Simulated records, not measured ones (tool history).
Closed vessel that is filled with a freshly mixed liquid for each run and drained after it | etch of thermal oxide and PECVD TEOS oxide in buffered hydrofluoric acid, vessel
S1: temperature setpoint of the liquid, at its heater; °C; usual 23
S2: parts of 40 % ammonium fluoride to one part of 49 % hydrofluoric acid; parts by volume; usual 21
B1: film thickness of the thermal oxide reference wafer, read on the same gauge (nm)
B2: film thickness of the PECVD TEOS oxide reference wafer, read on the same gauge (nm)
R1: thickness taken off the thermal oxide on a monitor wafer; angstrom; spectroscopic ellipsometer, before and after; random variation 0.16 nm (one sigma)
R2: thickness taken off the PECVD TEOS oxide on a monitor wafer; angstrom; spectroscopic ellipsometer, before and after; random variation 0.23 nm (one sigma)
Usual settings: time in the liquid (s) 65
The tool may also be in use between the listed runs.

run 1 hour=0 | S1=23 S2=21 time_in_the_liquid_(s)=65 | B1=150 B2=30.03 | R1=329.5 R2=458
run 2 hour=34.4 | S1=23 S2=21 time_in_the_liquid_(s)=65 | B1=149.97 B2=29.97 | R1=331.9 R2=455
run 3 hour=82.7 | S1=23 S2=21 time_in_the_liquid_(s)=65 | B1=150.01 B2=30.02 | R1=330.6 R2=456.2
run 4 hour=174.5 | S1=23 S2=21 time_in_the_liquid_(s)=65 | B1=149.98 B2=29.99 | R1=330.7 R2=457.3
run 5 hour=279.2 | S1=23 S2=21 time_in_the_liquid_(s)=65 | B1=149.99 B2=29.96 | R1=330.2 R2=448.4
run 6 hour=321.9 | S1=23 S2=25 time_in_the_liquid_(s)=50 | B1=150 B2=30.03 | R1=223.5 R2=309.3
-- hour=366.8 thermometer replaced
run 7 hour=397 | S1=23 S2=25 time_in_the_liquid_(s)=50 | B1=150.01 B2=30.06 | R1=222.6 R2=309.3
run 8 hour=436.9 | S1=23 S2=21 time_in_the_liquid_(s)=65 | B1=150.01 B2=29.99 | R1=328.1 R2=453.1
run 9 hour=494.2 | S1=23 S2=21 time_in_the_liquid_(s)=65 | B1=150 B2=30.04 | R1=331.8 R2=451.8
-- hour=499.4 gauge calibrated
run 10 hour=537 | S1=21.5 S2=23.5 time_in_the_liquid_(s)=65 | B1=150 B2=30.02 | R1=278.6 R2=385.6
run 11 hour=573.2 | S1=27.5 S2=21 time_in_the_liquid_(s)=95 | B1=149.99 B2=29.99 | R1=610.8 R2=840.4
run 12 hour=613.9 | S1=23 S2=21 time_in_the_liquid_(s)=65 | B1=150.02 B2=29.97 | R1=325.6 R2=454.4
run 13 hour=678.5 | S1=18.5 S2=28 time_in_the_liquid_(s)=45 | B1=150.01 B2=29.98 | R1=144.6 R2=198.9
run 14 hour=734 | S1=24.5 S2=25 time_in_the_liquid_(s)=65 | B1=150.01 B2=29.98 | R1=315.6 R2=434.4
run 15 hour=802.7 | S1=20 S2=23 time_in_the_liquid_(s)=85 | B1=149.98 B2=30.01 | R1=337.6 R2=467.4
run 16 hour=839.7 | S1=27 S2=15 time_in_the_liquid_(s)=90 | B1=149.98 B2=30.04 | R1=757.2 R2=1053.9
run 17 hour=888.8 | S1=21.5 S2=15.5 time_in_the_liquid_(s)=45 | B1=150.01 B2=29.97 | R1=271.9 R2=378.8
run 18 hour=929 | S1=23 S2=21 time_in_the_liquid_(s)=65 | B1=149.98 B2=29.96 | R1=327.4 R2=452
-- hour=962.2 hydrofluoric acid flow meter replaced
run 19 hour=1004.5 | S1=19.5 S2=24 time_in_the_liquid_(s)=50 | B1=150.01 B2=29.99 | R1=196.7 R2=271.4
run 20 hour=1070.7 | S1=18.5 S2=21 time_in_the_liquid_(s)=95 | B1=149.98 B2=29.96 | R1=383 R2=532.7
run 21 hour=1136.8 | S1=19.5 S2=26 time_in_the_liquid_(s)=95 | B1=149.99 B2=30 | R1=349.4 R2=481.8
run 22 hour=1206.6 | S1=18.5 S2=21 time_in_the_liquid_(s)=65 | B1=149.99 B2=29.94 | R1=262.1 R2=364.1
run 23 hour=1245.3 | S1=20.5 S2=28.5 time_in_the_liquid_(s)=75 | B1=150 B2=30.01 | R1=276.6 R2=379
run 24 hour=1285.7 | S1=23 S2=21 time_in_the_liquid_(s)=65 | B1=150.04 B2=29.99 | R1=337.9 R2=466.5
run 25 hour=1323.7 | S1=19.5 S2=23.5 time_in_the_liquid_(s)=65 | B1=149.98 B2=29.95 | R1=255.9 R2=352.9

Forecast each of these 5 alternatives for the next run:
run A hour=1324.4 | S1=23 S2=21 time_in_the_liquid_(s)=65 | B1=? B2=? | R1=? R2=?
run B hour=1324.4 | S1=27.5 S2=21 time_in_the_liquid_(s)=65 | B1=? B2=? | R1=? R2=?
run C hour=1324.4 | S1=26.5 S2=17 time_in_the_liquid_(s)=65 | B1=? B2=? | R1=? R2=?
run D hour=1324.4 | S1=23 S2=28 time_in_the_liquid_(s)=30 | B1=? B2=? | R1=? R2=?
run E hour=1324.4 | S1=27 S2=21 time_in_the_liquid_(s)=65 | B1=? B2=? | R1=? R2=?

run=A B1=149.99 B2=29.97 R1=336.7 R2=462.2
run=B B1=149.99 B2=29.97 R1=430 R2=590.3
run=C B1=149.99 B2=29.97 R1=493.1 R2=676.7
run=D B1=149.99 B2=29.97 R1=127.5 R2=175
run=E B1=149.99 B2=29.97 R1=418.6 R2=574.6
Without the tool's hidden state the same runs would have given:
run=A R1=339.1 R2=465.4
run=B R1=433 R2=594.3
run=C R1=497.9 R2=683.4
run=D R1=128.3 R2=176.2
run=E R1=421.5 R2=578.6
